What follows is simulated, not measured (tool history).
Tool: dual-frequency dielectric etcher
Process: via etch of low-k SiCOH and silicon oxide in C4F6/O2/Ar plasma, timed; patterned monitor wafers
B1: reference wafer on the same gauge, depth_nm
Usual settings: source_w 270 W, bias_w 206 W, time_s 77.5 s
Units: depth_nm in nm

Run 1, hour 0: usual settings; B1 150. Result: depth_nm 194.2 nm.
Run 2, hour 11.6: usual settings; B1 150. Result: depth_nm 193.8 nm.
Run 3, hour 22: usual settings; B1 150.1. Result: depth_nm 193.6 nm.
Run 4, hour 28.7: usual settings; B1 150.1. Result: depth_nm 193.1 nm.
Run 5, hour 35: usual settings but source_w 320 W; B1 150. Result: depth_nm 206.9 nm.
Run 6, hour 42: usual settings but source_w 320 W; B1 150. Result: depth_nm 208.4 nm.
Run 7, hour 73.2: usual settings but source_w 320 W; B1 150. Result: depth_nm 207.8 nm.
Run 8, hour 112: usual settings; B1 150. Result: depth_nm 196.4 nm.
At hour 136.9: gauge calibrated.
At hour 139.1: source power generator calibrated.
At hour 150: upper electrode replaced.
Run 9, hour 150.5: usual settings; B1 150. Result: depth_nm 197.8 nm.
Run 10, hour 150.8: usual settings but bias_w 180 W; B1 149.9. Result: depth_nm 189.7 nm.
Run 11, hour 162.4: usual settings but bias_w 180 W; B1 150.2. Result: depth_nm 187.8 nm.
At hour 186.7: wet clean of the chamber.
Run 12, hour 187.2: usual settings but source_w 230 W, time_s 61.5 s; B1 150.1. Result: depth_nm 139.9 nm.
Run 13, hour 187.6: usual settings; B1 150.2. Result: depth_nm 187.4 nm.
Run 14, hour 193.6: usual settings but bias_w 233 W, time_s 62.5 s; B1 150. Result: depth_nm 156.8 nm.
Run 15, hour 209.8: usual settings but source_w 330 W, bias_w 190 W, time_s 91 s; B1 150. Result: depth_nm 231.5 nm.
Run 16, hour 217.5: usual settings; B1 149.9. Result: depth_nm 187.7 nm.
Run 17, hour 232.8: usual settings but source_w 240 W; B1 150. Result: depth_nm 178.6 nm.
Run 18, hour 239: usual settings but bias_w 160 W, time_s 87 s; B1 150. Result: depth_nm 197.2 nm.
Run 19, hour 255.2: usual settings but source_w 210 W, time_s 56.5 s; B1 149.9. Result: depth_nm 124.4 nm.
Run 20, hour 265.1: usual settings but bias_w 223 W; B1 149.9. Result: depth_nm 195.2 nm.
Run 21, hour 273.5: usual settings but source_w 320 W, bias_w 257 W, time_s 86 s; B1 149.9. Result: depth_nm 241.3 nm.
At hour 279: bias power generator calibrated.
Run 22, hour 283: usual settings; B1 150.1. Result: depth_nm 191.2 nm.
Run 23, hour 293.7: usual settings but source_w 330 W, bias_w 158 W, time_s 60 s; B1 150.1. Result: depth_nm 147.4 nm.
Run 24, hour 307.6: usual settings; B1 150. Result: depth_nm 189.2 nm.
Run 25, hour 321.5: usual settings but source_w 250 W, bias_w 164 W, time_s 63.5 s; B1 150. Result: depth_nm 140.8 nm.
Run 26, hour 328.8: usual settings but source_w 320 W, bias_w 257 W, time_s 86 s; B1 150. Result: depth_nm 244.3 nm.
Run 27, hour 346.1: usual settings but source_w 300 W, bias_w 225 W, time_s 100 s; B1 150. Result: depth_nm 264 nm.
Run 28, hour 360.5: usual settings but source_w 310 W, bias_w 161 W; B1 150. Result: depth_nm 186.2 nm.
Run 29, hour 372.1: usual settings; B1 150. Result: depth_nm 190.9 nm.
Run 30, hour 388.1: usual settings but bias_w 241 W; B1 150. Result: depth_nm 200.4 nm.
Run 31, hour 403.1: usual settings but source_w 330 W, time_s 58.5 s; B1 149.9. Result: depth_nm 157.2 nm.

3 ways to go on from here, each from the tool as it stands after run 31. What would each give?
Run A, hour 403.5: usual settings; B1 ?. Result: depth_nm ?.
Run B, hour 403.5: usual settings but source_w 320 W, time_s 91.5 s; B1 ?. Result: depth_nm ?.
Run C, hour 403.5: usual settings but source_w 300 W, bias_w 223 W, time_s 63 s; B1 ?. Result: depth_nm ?.

run   B1  depth_nm
  A  150     192.9
  B  150     243.3
  C  150     167.6
Without the tool's hidden state the same runs would have given:
run  depth_nm
  A     186.6
  B     235.3
  C     162.1
